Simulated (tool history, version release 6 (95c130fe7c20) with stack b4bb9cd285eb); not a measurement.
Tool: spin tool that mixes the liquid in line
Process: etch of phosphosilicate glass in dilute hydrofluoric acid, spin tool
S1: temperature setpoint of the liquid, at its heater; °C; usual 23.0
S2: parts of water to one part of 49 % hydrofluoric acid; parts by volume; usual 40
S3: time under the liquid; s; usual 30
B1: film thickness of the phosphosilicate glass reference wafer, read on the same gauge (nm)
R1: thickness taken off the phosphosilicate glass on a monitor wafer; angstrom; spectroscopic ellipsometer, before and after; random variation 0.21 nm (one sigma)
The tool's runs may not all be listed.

run   hour    S1  S2  S3     B1     R1
  1    0.0  23.0  40  30  80.04  398.0
  2    7.4  23.0  40  30  79.99  399.1
  3   20.8  23.0  40  30  79.97  399.4
  4   27.1  23.0  40  30  80.01  399.6
  5   38.2  23.0  40  30  80.01  400.0
  6   49.7  23.0  40  30  80.02  399.2
  7  101.3  25.0  40  30  80.04  429.3
  8  115.3  25.0  40  30  80.00  430.4
  9  133.2  25.0  40  30  79.99  435.2
     142.7  -- gauge calibrated
 10  150.1  23.0  40  30  80.01  393.4
 11  158.4  20.0  25  30  79.99  567.2
 12  171.3  20.0  25  30  79.97  563.0
 13  177.8  23.0  30  30  80.02  533.6
 14  193.5  23.0  30  30  80.04  535.4
 15  210.9  23.0  40  30  80.01  397.2
 16  223.8  23.0  40  30  80.00  396.0
     230.0  -- thermometer replaced
 17  235.0  20.0  25  30  80.01  625.2
 18  244.4  23.0  40  30  80.01  434.0
 19  254.3  23.0  30  25  79.97  491.0
     261.8  -- hydrofluoric acid flow meter replaced
 20  267.1  23.0  55  15  79.95  155.9
 21  282.6  27.0  25  20  79.97  559.5
 22  301.4  27.0  40  35  79.96  602.7
 23  314.5  23.0  35  15  79.97  249.0
 24  325.9  18.0  35  15  79.99  202.6
 25  342.2  23.0  25  30  79.98  701.3
 26  351.8  25.5  55  40  80.01  455.1
 27  361.2  18.0  40  45  80.01  525.5
 28  408.6  23.0  40  30  79.98  430.1
 29  419.1  23.0  40  30  80.01  432.6
 30  430.8  18.5  45  15  80.02  157.3
 31  445.2  23.0  40  45  79.98  648.8
 32  459.7  24.5  55  20  79.97  216.4
 33  468.7  19.5  55  15  80.03  132.5

The same runs without the tool's hidden state, with the same run-to-run variation:
The hidden state here: liquid colder than its thermometer reads (K); hydrofluoric acid flow above the setpoint (%); gauge reads high (%).
run     R1
  1  436.5
  2  437.7
  3  438.4
  4  438.7
  5  439.2
  6  438.6
  7  472.0
  8  473.5
  9  479.0
 10  434.1
 11  628.1
 12  623.8
 13  589.9
 14  592.1
 15  439.4
 16  438.2
 17  628.7
 18  436.6
 19  494.1
 20  156.9
 21  563.7
 22  607.3
 23  251.2
 24  204.6
 25  708.2
 26  459.5
 27  531.2
 28  435.3
 29  438.1
 30  159.5
 31  657.8
 32  219.4
 33  134.5
